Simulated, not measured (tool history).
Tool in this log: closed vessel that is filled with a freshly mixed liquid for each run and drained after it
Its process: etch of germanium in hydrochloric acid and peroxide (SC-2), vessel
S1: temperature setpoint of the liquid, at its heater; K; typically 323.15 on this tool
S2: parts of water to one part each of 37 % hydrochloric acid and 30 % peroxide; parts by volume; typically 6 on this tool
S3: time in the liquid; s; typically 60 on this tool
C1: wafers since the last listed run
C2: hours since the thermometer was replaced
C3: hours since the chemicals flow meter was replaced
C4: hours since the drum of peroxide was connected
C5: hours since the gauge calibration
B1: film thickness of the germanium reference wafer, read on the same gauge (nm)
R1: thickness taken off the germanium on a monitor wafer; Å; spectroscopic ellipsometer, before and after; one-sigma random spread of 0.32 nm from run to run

Run 1, hour 0: usual settings but S3 70 s; C1 0; C2 242.6; C3 1026.4; C4 542.1; C5 702.6; B1 140.01. Result: R1 1836.6 Å.
Run 2, hour 44.3: usual settings; C1 4790; C2 286.9; C3 1070.7; C4 586.4; C5 746.9; B1 140.01. Result: R1 1569.6 Å.
Run 3, hour 146.8: usual settings; C1 11083; C2 389.4; C3 1173.2; C4 688.9; C5 849.4; B1 139.97. Result: R1 1563.5 Å.
At hour 276.7: new drum of peroxide connected.
At hour 363.8: thermometer replaced.
Run 4, hour 453.8: usual settings but S1 320.65 K, S3 45 s; C1 32979; C2 90; C3 1480.2; C4 177.1; C5 1156.4; B1 140. Result: R1 1095.5 Å.
Run 5, hour 515.8: usual settings but S1 320.65 K, S3 45 s; C1 6703; C2 152; C3 1542.2; C4 239.1; C5 1218.4; B1 140.01. Result: R1 1087.6 Å.
Run 6, hour 594.9: usual settings; C1 8552; C2 231.1; C3 1621.3; C4 318.2; C5 1297.5; B1 139.98. Result: R1 1572.9 Å.
At hour 604.1: chemicals flow meter replaced.
At hour 634.4: gauge calibrated.
Run 7, hour 701.4: usual settings; C1 11407; C2 337.6; C3 97.3; C4 424.7; C5 67; B1 140. Result: R1 1570.3 Å.
Run 8, hour 752: usual settings; C1 5471; C2 388.2; C3 147.9; C4 475.3; C5 117.6; B1 140. Result: R1 1570.6 Å.
Run 9, hour 826.8: usual settings but S1 317.15 K, S2 8 parts by volume, S3 85 s; C1 8088; C2 463; C3 222.7; C4 550.1; C5 192.4; B1 140. Result: R1 1797.7 Å.
Run 10, hour 912.9: usual settings but S2 4.5 parts by volume; C1 9309; C2 549.1; C3 308.8; C4 636.2; C5 278.5; B1 140.02. Result: R1 1573.3 Å.
At hour 999.4: thermometer replaced.
Run 11, hour 1002.4: usual settings but S1 329.15 K, S2 4 parts by volume, S3 50 s; C1 9569; C2 3; C3 398.3; C4 725.7; C5 368; B1 139.99. Result: R1 1613 Å.
Run 12, hour 1096.6: usual settings; C1 10185; C2 97.2; C3 492.5; C4 819.9; C5 462.2; B1 140. Result: R1 1585 Å.
At hour 1112.3: new drum of peroxide connected.
Run 13, hour 1201.8: usual settings; C1 11267; C2 202.4; C3 597.7; C4 89.5; C5 567.4; B1 140.01. Result: R1 1579.9 Å.
Run 14, hour 1254: usual settings but S3 95 s; C1 5644; C2 254.6; C3 649.9; C4 141.7; C5 619.6; B1 140.01. Result: R1 2489.7 Å.
Run 15, hour 1307.3: usual settings; C1 5763; C2 307.9; C3 703.2; C4 195; C5 672.9; B1 139.98. Result: R1 1573.2 Å.
Run 16, hour 1473: usual settings but S1 326.15 K, S2 4 parts by volume, S3 35 s; C1 17916; C2 473.6; C3 868.9; C4 360.7; C5 838.6; B1 140.01. Result: R1 1012.3 Å.
Run 17, hour 1571.5: usual settings but S1 331.15 K, S2 5 parts by volume, S3 85 s; C1 10650; C2 572.1; C3 967.4; C4 459.2; C5 937.1; B1 139.99. Result: R1 2867.3 Å.

Here are 4 independent what-if runs from the current tool condition. What would each one return?
Run A, hour 1572.2: usual settings but S2 9 parts by volume; C1 75; C2 572.8; C3 968.1; C4 459.9; C5 937.8; B1 ?. Result: R1 ?.
Run B, hour 1572.2: usual settings but S1 327.15 K, S2 7 parts by volume; C1 75; C2 572.8; C3 968.1; C4 459.9; C5 937.8; B1 ?. Result: R1 ?.
Run C, hour 1572.2: usual settings but S1 330.15 K, S2 8 parts by volume, S3 70 s; C1 75; C2 572.8; C3 968.1; C4 459.9; C5 937.8; B1 ?. Result: R1 ?.
Run D, hour 1572.2: usual settings but S1 318.65 K, S2 4 parts by volume, S3 70 s; C1 75; C2 572.8; C3 968.1; C4 459.9; C5 937.8; B1 ?. Result: R1 ?.

run      B1      R1
  A  140.02  1517.7
  B  140.02  1751.2
  C  140.02  2220.8
  D  140.02  1577.9
The same runs, with their run-to-run variation unchanged, on a tool lacking any hidden condition would have given:
run      R1
  A  1543.4
  B  1780.3
  C  2256.8
  D  1606.1

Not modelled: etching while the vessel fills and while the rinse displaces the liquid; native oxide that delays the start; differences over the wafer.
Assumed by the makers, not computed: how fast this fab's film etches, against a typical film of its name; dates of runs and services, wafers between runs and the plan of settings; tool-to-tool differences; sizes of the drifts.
